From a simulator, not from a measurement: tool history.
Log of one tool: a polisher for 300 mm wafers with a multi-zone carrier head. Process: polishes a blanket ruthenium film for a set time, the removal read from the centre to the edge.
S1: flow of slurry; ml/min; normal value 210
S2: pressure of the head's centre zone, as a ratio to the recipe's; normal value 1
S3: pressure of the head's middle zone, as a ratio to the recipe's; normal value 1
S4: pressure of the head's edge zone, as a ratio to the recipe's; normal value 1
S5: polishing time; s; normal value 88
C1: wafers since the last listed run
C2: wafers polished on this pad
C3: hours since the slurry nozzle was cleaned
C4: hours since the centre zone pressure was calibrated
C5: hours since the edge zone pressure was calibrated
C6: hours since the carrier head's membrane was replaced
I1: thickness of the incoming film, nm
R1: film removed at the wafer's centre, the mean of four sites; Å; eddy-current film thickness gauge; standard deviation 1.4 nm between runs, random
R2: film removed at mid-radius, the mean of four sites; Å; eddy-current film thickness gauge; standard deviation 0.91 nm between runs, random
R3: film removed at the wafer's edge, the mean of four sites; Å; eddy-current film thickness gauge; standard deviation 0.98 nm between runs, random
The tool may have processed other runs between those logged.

Run 1, hour 0: usual settings; C1 0; C2 1326; C3 132; C4 2.1; C5 107.5; C6 843.8; I1 443.2. Result: R1 1340 Å, R2 1369 Å, R3 1351 Å.
Run 2, hour 148.4: usual settings but S1 175 ml/min, S3 0.92, S4 0.94; C1 1522; C2 2848; C3 280.4; C4 150.5; C5 255.9; C6 992.2; I1 453.3. Result: R1 1248 Å, R2 1220 Å, R3 1280 Å.
Run 3, hour 200.4: usual settings but S3 0.91; C1 533; C2 3382; C3 332.4; C4 202.5; C5 307.9; C6 1044.2; I1 454.2. Result: R1 1293 Å, R2 1243 Å, R3 1342 Å.
Run 4, hour 264.1: usual settings but S1 135 ml/min, S5 100 s; C1 653; C2 4035; C3 396.1; C4 266.2; C5 371.6; C6 1107.9; I1 451.9. Result: R1 1252 Å, R2 1327 Å, R3 1398 Å.
Run 5, hour 356.3: usual settings but S1 265 ml/min, S2 1.04, S3 1.09; C1 945; C2 4981; C3 488.3; C4 358.4; C5 463.8; C6 1200.1; I1 445.5. Result: R1 1412 Å, R2 1467 Å, R3 1356 Å.
Run 6, hour 400: usual settings but S3 1.09, S5 108 s; C1 448; C2 5429; C3 532; C4 402.1; C5 507.5; C6 1243.8; I1 458.5. Result: R1 1541 Å, R2 1688 Å, R3 1615 Å.
At hour 439.3: edge zone pressure recalibrated.
At hour 456.2: worn pad replaced by a new one.
Run 7, hour 479.7: usual settings but S1 175 ml/min, S2 1.08, S3 1.08, S5 69 s; C1 755; C2 241; C3 611.7; C4 481.8; C5 40.4; C6 1323.5; I1 447.5. Result: R1 1003 Å, R2 1000 Å, R3 976 Å.
Run 8, hour 537.4: usual settings but S5 66 s; C1 591; C2 833; C3 669.4; C4 539.5; C5 98.1; C6 1381.2; I1 450.8. Result: R1 945 Å, R2 946 Å, R3 955 Å.
Run 9, hour 577.6: usual settings; C1 412; C2 1245; C3 709.6; C4 579.7; C5 138.3; C6 1421.4; I1 456.2. Result: R1 1227 Å, R2 1233 Å, R3 1268 Å.
At hour 605: slurry nozzle cleaned.
Run 10, hour 675.4: usual settings but S3 0.95; C1 992; C2 2238; C3 70.4; C4 677.5; C5 236.1; C6 1519.2; I1 449.7. Result: R1 1426 Å, R2 1341 Å, R3 1377 Å.
Run 11, hour 712.6: usual settings; C1 381; C2 2620; C3 107.6; C4 714.7; C5 273.3; C6 1556.4; I1 449.3. Result: R1 1428 Å, R2 1381 Å, R3 1373 Å.
Run 12, hour 781.8: usual settings but S3 1.08, S4 0.91, S5 113 s; C1 709; C2 3329; C3 176.8; C4 783.9; C5 342.5; C6 1625.6; I1 452.4. Result: R1 1823 Å, R2 1829 Å, R3 1673 Å.
At hour 794.8: carrier head's membrane replaced by a new one.
At hour 944.5: centre zone pressure recalibrated.
At hour 1006.3: worn pad replaced by a new one.
Run 13, hour 1024.8: usual settings but S1 230 ml/min, S4 1.06; C1 2379; C2 189; C3 419.8; C4 80.3; C5 585.5; C6 230; I1 446. Result: R1 1290 Å, R2 1339 Å, R3 1378 Å.
At hour 1057.7: edge zone pressure recalibrated.
Run 14, hour 1083.4: usual settings but S1 245 ml/min, S4 1.04, S5 109 s; C1 580; C2 770; C3 478.4; C4 138.9; C5 25.7; C6 288.6; I1 446.3. Result: R1 1602 Å, R2 1680 Å, R3 1676 Å.
Run 15, hour 1130.6: usual settings but S3 1.03, S5 104 s; C1 484; C2 1254; C3 525.6; C4 186.1; C5 72.9; C6 335.8; I1 455.7. Result: R1 1475 Å, R2 1565 Å, R3 1531 Å.
At hour 1187.7: slurry nozzle cleaned.
Run 16, hour 1211.5: usual settings but S5 70 s; C1 819; C2 2073; C3 23.8; C4 267; C5 153.8; C6 416.7; I1 443.2. Result: R1 1076 Å, R2 1103 Å, R3 1089 Å.
Run 17, hour 1269.7: usual settings but S1 135 ml/min, S2 1.07, S4 0.96; C1 597; C2 2670; C3 82; C4 325.2; C5 212; C6 474.9; I1 447.9. Result: R1 1301 Å, R2 1245 Å, R3 1245 Å.
Run 18, hour 1375: usual settings; C1 1080; C2 3750; C3 187.3; C4 430.5; C5 317.3; C6 580.2; I1 444.3. Result: R1 1333 Å, R2 1374 Å, R3 1377 Å.
Run 19, hour 1452.5: usual settings but S3 1.1, S5 101 s; C1 794; C2 4545; C3 264.8; C4 508; C5 394.8; C6 657.7; I1 449.6. Result: R1 1540 Å, R2 1665 Å, R3 1532 Å.
Run 20, hour 1489.5: usual settings; C1 379; C2 4925; C3 301.8; C4 545; C5 431.8; C6 694.7; I1 449.2. Result: R1 1348 Å, R2 1344 Å, R3 1347 Å.
At hour 1559: worn pad replaced by a new one.
Run 21, hour 1572.8: usual settings but S1 265 ml/min, S2 1.11; C1 813; C2 141; C3 385.1; C4 628.3; C5 515.1; C6 778; I1 453.3. Result: R1 1534 Å, R2 1375 Å, R3 1359 Å.
Run 22, hour 1652: usual settings but S1 285 ml/min, S4 0.93; C1 812; C2 954; C3 464.3; C4 707.5; C5 594.3; C6 857.2; I1 458.4. Result: R1 1426 Å, R2 1384 Å, R3 1323 Å.

Here are 4 independent what-if runs from the current tool condition. What would each one return?
Run A, hour 1652.4: usual settings; C1 4; C2 958; C3 464.7; C4 707.9; C5 594.7; C6 857.6; I1 450.1. Result: R1 ?, R2 ?, R3 ?.
Run B, hour 1652.4: usual settings but S5 80 s; C1 4; C2 958; C3 464.7; C4 707.9; C5 594.7; C6 857.6; I1 450.1. Result: R1 ?, R2 ?, R3 ?.
Run C, hour 1652.4: usual settings but S2 0.92, S3 0.91; C1 4; C2 958; C3 464.7; C4 707.9; C5 594.7; C6 857.6; I1 450.1. Result: R1 ?, R2 ?, R3 ?.
Run D, hour 1652.4: usual settings but S1 240 ml/min, S2 0.93, S3 1.07; C1 4; C2 958; C3 464.7; C4 707.9; C5 594.7; C6 857.6; I1 450.1. Result: R1 ?, R2 ?, R3 ?.

run    R1    R2    R3
  A  1336  1314  1313
  B  1215  1195  1194
  C  1228  1233  1314
  D  1282  1416  1338
Take away the tool's hidden state, keep each run's random variation, and the runs would have read:
run    R1    R2    R3
  A  1355  1402  1376
  B  1232  1274  1251
  C  1246  1315  1378
  D  1287  1498  1395
